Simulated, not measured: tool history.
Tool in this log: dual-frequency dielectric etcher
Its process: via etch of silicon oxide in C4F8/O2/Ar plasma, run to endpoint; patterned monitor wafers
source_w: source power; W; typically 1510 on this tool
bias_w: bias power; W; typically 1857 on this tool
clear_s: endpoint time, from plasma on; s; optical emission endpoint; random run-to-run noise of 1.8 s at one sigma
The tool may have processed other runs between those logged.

run	hour	source_w	bias_w	wafers since the last listed run	hours since the last wet clean	hours since the last source power generator calibration	hours since the last bias power generator calibration	hours since the last upper electrode change	incoming incoming film thickness, nm	clear_s
1	0	1210	1857	0	528.5	4091.3	3328.6	2649.7	2107.9	563.6
# hour 0.9: wet clean of the chamber
2	39.1	1210	1857	169	38.2	4130.4	3367.7	2688.8	2121.4	538.5
3	99.8	1210	1857	268	98.9	4191.1	3428.4	2749.5	2111.4	541.8
4	125.4	1510	1641	113	124.5	4216.7	3454	2775.1	2122.7	515.3
5	196.9	1510	1641	316	196	4288.2	3525.5	2846.6	2136.2	519.8
6	263.2	1510	1641	293	262.3	4354.5	3591.8	2912.9	2099.3	518.4
7	325.9	1510	1857	277	325	4417.2	3654.5	2975.6	2111.7	502.9
8	373.2	1510	1857	209	372.3	4464.5	3701.8	3022.9	2113	507.6
9	410	1510	1857	163	409.1	4501.3	3738.6	3059.7	2117.4	510.5
# hour 479.6: wet clean of the chamber
10	480.1	1510	2085	204	0.5	4571.4	3808.7	3129.8	2125.3	480.4
11	498.3	1510	2085	80	18.7	4589.6	3826.9	3148	2128.6	485.5
12	538.9	1510	1857	179	59.3	4630.2	3867.5	3188.6	2115.4	498.5
13	606.3	1510	1857	298	126.7	4697.6	3934.9	3256	2101.3	497.5
# hour 627.9: bias power generator calibrated
14	672.9	1510	1857	277	193.3	4764.2	45	3322.6	2102	499.2
15	737.3	1510	1857	285	257.7	4828.6	109.4	3387	2122.7	506.5
16	781.4	1510	1857	195	301.8	4872.7	153.5	3431.1	2133.2	514
17	810.2	1730	1692	127	330.6	4901.5	182.3	3459.9	2110.7	487
18	871.8	1510	1857	272	392.2	4963.1	243.9	3521.5	2135.2	517.9
# hour 885.1: source power generator calibrated
19	924.8	1840	1857	217	445.2	39.7	296.9	3574.5	2107.1	476.9
# hour 970.1: wet clean of the chamber
20	984.7	1510	1460	159	14.6	99.6	356.8	3634.4	2118	522
# hour 1031.4: upper electrode replaced
21	1031.9	1250	2311	102	61.8	146.8	404	0.5	2114.5	508
22	1045.5	1740	2132	60	75.4	160.4	417.6	14.1	2111	450.9
23	1087	1720	1857	183	116.9	201.9	459.1	55.6	2115.2	473.5
24	1120.6	1190	1502	148	150.5	235.5	492.7	89.2	2105.7	577
25	1173.4	1510	1857	233	203.3	288.3	545.5	142	2113.1	502.6
26	1211.7	1510	1857	169	241.6	326.6	583.8	180.3	2098.7	499.4
27	1236.8	1510	1857	111	266.7	351.7	608.9	205.4	2118	504.4
28	1278.8	1510	1857	186	308.7	393.7	650.9	247.4	2124.9	511.7
29	1303.1	1610	1402	107	333	418	675.2	271.7	2086.9	521
30	1333.8	1380	2008	135	363.7	448.7	705.9	302.4	2119.7	523.6
# hour 1402.3: wet clean of the chamber
31	1402.8	1700	2234	199	0.5	517.7	774.9	371.4	2110.3	447.9
32	1428.1	1510	1857	112	25.8	543	800.2	396.7	2113.1	497
33	1476.4	1150	1552	213	74.1	591.3	848.5	445	2110	585.7

Describe how what the log doesn't record of the tool's condition differs between the last listed run preceding each entry between runs and the first listed run following it.
After run 1, before run 2: wet clean of the chamber (hour 0.9)
  etch rate over this chamber's usual, %: -4.21 -> 0.0736
  measured less the result without the state, clear_s: +23.8 -> -0.4 s
After run 9, before run 10: wet clean of the chamber (hour 479.6)
  etch rate over this chamber's usual, %: -3.53 -> -0.208
  measured less the result without the state, clear_s: +18 -> +1 s
After run 13, before run 14: bias power generator calibrated (hour 627.9)
  etch rate over this chamber's usual, %: -1.43 -> -2.08
  measured less the result without the state, clear_s: +7.1 -> +10.4 s
After run 18, before run 19: source power generator calibrated (hour 885.1)
  etch rate over this chamber's usual, %: -4.01 -> -4.52
  measured less the result without the state, clear_s: +20.8 -> +21.6 s
After run 19, before run 20: wet clean of the chamber (hour 970.1)
  etch rate over this chamber's usual, %: -4.52 -> -0.155
  measured less the result without the state, clear_s: +21.6 -> +0.8 s
After run 20, before run 21: upper electrode replaced (hour 1031.4)
  etch rate over this chamber's usual, %: -0.155 -> -0.613
  measured less the result without the state, clear_s: +0.8 -> +3.1 s
After run 30, before run 31: wet clean of the chamber (hour 1402.3)
  etch rate over this chamber's usual, %: -3.54 -> -0.707
  measured less the result without the state, clear_s: +18.5 -> +3.2 s
